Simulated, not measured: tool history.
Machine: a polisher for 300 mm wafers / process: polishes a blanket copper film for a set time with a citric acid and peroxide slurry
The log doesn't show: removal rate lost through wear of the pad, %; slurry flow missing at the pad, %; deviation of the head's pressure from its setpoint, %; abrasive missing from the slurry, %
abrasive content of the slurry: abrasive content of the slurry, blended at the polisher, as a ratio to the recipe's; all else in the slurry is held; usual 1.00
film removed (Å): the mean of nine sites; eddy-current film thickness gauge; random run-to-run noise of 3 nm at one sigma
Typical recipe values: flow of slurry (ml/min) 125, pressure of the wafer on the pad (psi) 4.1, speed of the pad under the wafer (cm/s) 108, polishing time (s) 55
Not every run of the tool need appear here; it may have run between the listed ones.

run     day  flow of slurry (ml/min)  pressure of the wafer on the pad (psi)  speed of the pad under the wafer (cm/s)  abrasive content of the slurry  polishing time (s)  wafers since the last listed run  wafers polished on this pad  hours since the slurry nozzle was cleaned  hours since the head pressure was calibrated  hours since the slurry blender was calibrated  incoming thickness of the incoming film, nm  film removed (Å)
  1   0.000                      125                                     4.1                                      108                            1.00                  55                                 0                          288                                      222.2                                         165.9                                          155.6                                        509.5              2128
  2   1.746                      125                                     4.1                                      108                            1.00                  55                               538                          827                                      264.1                                         207.8                                          197.5                                        509.0              2111
  3   2.762                      125                                     4.1                                       84                            1.00                  67                               313                         1140                                      288.5                                         232.2                                          221.9                                        511.9              1981
  4   4.750                      125                                     4.1                                       84                            1.00                  67                               613                         1754                                      336.2                                         279.9                                          269.6                                        509.0              1983
  5   6.946                      125                                     4.1                                       84                            1.00                  67                               677                         2431                                      388.9                                         332.6                                          322.3                                        510.2              1981
      9.083  -- slurry blender recalibrated
  6   9.842                      125                                     4.1                                      108                            1.00                  55                               867                         3299                                      458.4                                         402.1                                           18.2                                        500.9              2070
     13.938  -- worn pad replaced by a new one
  7  18.712                      125                                     4.1                                      108                            1.00                  55                              2685                         1474                                      671.3                                         615.0                                          231.1                                        513.1              1891
     18.829  -- slurry nozzle cleaned
  8  21.417                      125                                     4.1                                      108                            1.00                  55                               821                         2295                                       62.1                                         679.9                                          296.0                                        519.0              1877
  9  22.808                      125                                     4.1                                      108                            1.00                  55                               429                         2725                                       95.5                                         713.3                                          329.4                                        518.1              1789
     24.096  -- worn pad replaced by a new one, repeated, since the last time left the tool worse
     24.725  -- slurry blender recalibrated
 10  24.746                      125                                     4.1                                      132                            1.00                  55                               520                          175                                      142.0                                         759.8                                            0.5                                        503.0              2588
 11  27.462                      125                                     4.1                                      132                            1.00                  55                               838                         1013                                      207.2                                         825.0                                           65.7                                        508.5              2581
 12  29.538                      125                                     5.0                                      108                            1.00                  60                               640                         1653                                      257.0                                         874.8                                          115.5                                        509.9              2701
 13  32.221                      125                                     5.0                                      108                            1.00                  60                               828                         2481                                      321.4                                         939.2                                          179.9                                        511.2              2629
 14  34.912                      125                                     5.0                                      108                            1.00                  60                               830                         3312                                      386.0                                        1003.8                                          244.5                                        510.6              2638
 15  36.408                      125                                     4.1                                      108                            1.00                  62                               461                         3774                                      421.9                                        1039.7                                          280.4                                        519.9              2287
     37.362  -- worn pad replaced by a new one
 16  38.762                      160                                     4.1                                      130                            1.00                  55                               675                          432                                      478.4                                        1096.2                                          336.9                                        509.9              2722
     39.717  -- head pressure recalibrated
     40.154  -- slurry blender recalibrated
 17  41.033                       85                                     4.7                                       80                            1.00                  55                               649                         1081                                      532.9                                          31.6                                           21.1                                        512.3              1675
     42.208  -- slurry nozzle cleaned
 18  42.233                      125                                     4.1                                      108                            1.00                  55                               357                         1438                                        0.6                                          60.4                                           49.9                                        508.2              2174
 19  44.954                      125                                     4.1                                      108                            1.00                  55                               839                         2278                                       65.9                                         125.7                                          115.2                                        520.2              2116
 20  47.496                       80                                     4.1                                       88                            1.00                  46                               784                         3062                                      126.9                                         186.7                                          176.2                                        510.7              1318
 21  49.158                      125                                     4.1                                      138                            1.25                  68                               513                         3575                                      166.8                                         226.6                                          216.1                                        505.1              3323
     49.517  -- worn pad replaced by a new one
 22  56.017                      125                                     4.1                                      108                            0.75                  65                              2064                         2006                                      331.4                                         391.2                                          380.7                                        512.2              2331
 23  57.367                      125                                     4.1                                      108                            0.80                  55                               416                         2422                                      363.8                                         423.6                                          413.1                                        510.0              1950
     58.225  -- slurry blender recalibrated
 24  58.904                      155                                     3.2                                      108                            1.00                  55                               448                         2871                                      400.7                                         460.5                                           16.3                                        512.1              1772
 25  60.967                      125                                     2.8                                      124                            1.20                  47                               636                         3508                                      450.2                                         510.0                                           65.8                                        516.1              1582
     61.504  -- worn pad replaced by a new one
 26  62.188                      125                                     4.1                                      108                            1.00                  55                               325                          211                                      479.5                                         539.3                                           95.1                                        503.5              2208
 27  64.792                      125                                     4.1                                      108                            1.00                  48                               803                         1014                                      542.0                                         601.8                                          157.6                                        511.6              1875
 28  66.121                      125                                     4.1                                       74                            1.00                  55                               410                         1425                                      573.9                                         633.7                                          189.5                                        511.8              1454
 29  68.950                      125                                     3.4                                      108                            0.85                  68                               873                         2298                                      641.8                                         701.6                                          257.4                                        510.4              2175

Give the tool's hidden conditions for every run:
slurry flow missing at the pad, %: 0 in every run
deviation of the head's pressure from its setpoint, %: 0 in every run
abrasive missing from the slurry, %: 0 in every run
H1: removal rate lost through wear of the pad, %
run     H1
  1   0.31
  2  0.505
  3  0.705
  4   1.28
  5    2.2
  6   3.87
  7   13.2
  8   14.2
  9   14.9
 10  0.514
 11  0.851
 12   1.41
 13   2.54
 14   4.11
 15   5.18
 16  0.185
 17   0.54
 18  0.856
 19    1.9
 20   3.29
 21   4.42
 22   2.39
 23   2.98
 24    3.8
 25   5.13
 26  0.758
 27   1.08
 28    1.4
 29   2.45

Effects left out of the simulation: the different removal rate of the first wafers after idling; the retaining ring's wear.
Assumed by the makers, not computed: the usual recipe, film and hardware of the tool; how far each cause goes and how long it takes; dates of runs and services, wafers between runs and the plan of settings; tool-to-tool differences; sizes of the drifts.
